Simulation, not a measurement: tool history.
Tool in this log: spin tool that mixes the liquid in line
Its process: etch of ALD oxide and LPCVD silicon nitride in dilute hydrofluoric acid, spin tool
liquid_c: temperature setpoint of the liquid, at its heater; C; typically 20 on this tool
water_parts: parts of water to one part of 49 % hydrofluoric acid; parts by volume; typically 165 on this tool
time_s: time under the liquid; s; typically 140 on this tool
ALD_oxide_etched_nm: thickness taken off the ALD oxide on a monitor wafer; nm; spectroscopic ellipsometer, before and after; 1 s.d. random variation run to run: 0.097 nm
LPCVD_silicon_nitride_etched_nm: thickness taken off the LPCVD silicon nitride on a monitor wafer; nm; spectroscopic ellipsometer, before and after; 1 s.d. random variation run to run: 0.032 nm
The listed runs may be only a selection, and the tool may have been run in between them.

run	hour	liquid_c	water_parts	time_s	wafers since the last listed run	hours since the thermometer was replaced	hours since the hydrofluoric acid flow meter was replaced	hours since the gauge calibration	read-back film thickness of the ALD oxide reference wafer, read on the same gauge (nm)	read-back film thickness of the LPCVD silicon nitride reference wafer, read on the same gauge (nm)	ALD_oxide_etched_nm	LPCVD_silicon_nitride_etched_nm
1	0	20	165	175	0	423.5	349.5	131.5	140	29.982	13.38	0.516
2	13.1	20	165	175	125	436.6	362.6	144.6	139.99	29.967	13.12	0.455
3	25.2	20	165	140	116	448.7	374.7	156.7	140	29.99	10.71	0.324
4	37.5	20	165	140	118	461	387	169	140.01	29.978	10.62	0.389
5	44.3	20	165	140	65	467.8	393.8	175.8	140	29.966	10.65	0.367
6	61.2	23	165	140	162	484.7	410.7	192.7	140	29.992	11.77	0.398
7	72.1	20	165	140	104	495.6	421.6	203.6	140.01	29.976	10.6	0.386
8	80.7	20	165	140	82	504.2	430.2	212.2	140	29.995	10.54	0.391
9	95.8	20	165	140	145	519.3	445.3	227.3	140.02	30.007	10.5	0.376
10	112.5	21.5	195	200	160	536	462	244	139.99	30.028	13.12	0.493
11	125.2	17	165	140	122	548.7	474.7	256.7	140.01	29.986	9.41	0.282
12	131.6	23.5	105	200	61	555.1	481.1	263.1	140.01	29.98	29.51	1.148
# hour 144.7: thermometer replaced
13	148	17	105	205	148	3.3	497.5	279.5	139.98	29.998	21.53	0.481
14	165.6	20	165	140	169	20.9	515.1	297.1	140	30.007	9.81	0.308
15	179.7	20	165	140	135	35	529.2	311.2	139.99	30.022	9.7	0.34
16	193	20	165	85	127	48.3	542.5	324.5	139.97	30.005	5.91	0.174
17	206.2	20	205	100	126	61.5	555.7	337.7	139.99	30.053	5.47	0.193
# hour 211.6: hydrofluoric acid flow meter replaced
# hour 216.5: gauge calibrated
18	220.4	20	190	180	126	75.7	8.8	3.9	139.98	30.015	11.07	0.318
19	230.1	24	165	140	93	85.4	18.5	13.6	140.02	29.986	11.56	0.474
20	241.3	17	195	115	107	96.6	29.7	24.8	140.02	29.992	6.04	0.193
21	252.3	20	165	85	105	107.6	40.7	35.8	140	30.024	6.18	0.167
22	270.2	23.5	165	140	172	125.5	58.6	53.7	140.01	30.008	11.52	0.391
23	280.5	20	200	185	99	135.8	68.9	64	140	30.017	10.4	0.324
24	292	21.5	195	200	110	147.3	80.4	75.5	140.01	29.977	12.5	0.436
25	306.4	20	145	185	138	161.7	94.8	89.9	140.01	29.987	15.38	0.513
26	316.5	20	210	140	97	171.8	104.9	100	140.03	30.023	7.56	0.314
27	332.8	17	110	140	156	188.1	121.2	116.3	140	29.99	14.19	0.364

Below are 3 alternative next runs, each starting from the tool's condition after run 27. Predict each:
A	333.3	20	165	140	4	188.6	121.7	116.8	?	?	?	?
B	333.3	20	205	140	4	188.6	121.7	116.8	?	?	?	?
C	333.3	17	210	140	4	188.6	121.7	116.8	?	?	?	?

run	read-back film thickness of the ALD oxide reference wafer, read on the same gauge (nm)	read-back film thickness of the LPCVD silicon nitride reference wafer, read on the same gauge (nm)	ALD_oxide_etched_nm	LPCVD_silicon_nitride_etched_nm
A	139.99	30.009	10.08	0.316
B	139.99	30.009	7.79	0.256
C	139.99	30.009	6.73	0.205
What these runs would have given with no unlogged condition in the tool:
run	ALD_oxide_etched_nm	LPCVD_silicon_nitride_etched_nm
A	9.83	0.303
B	7.6	0.245
C	6.57	0.197
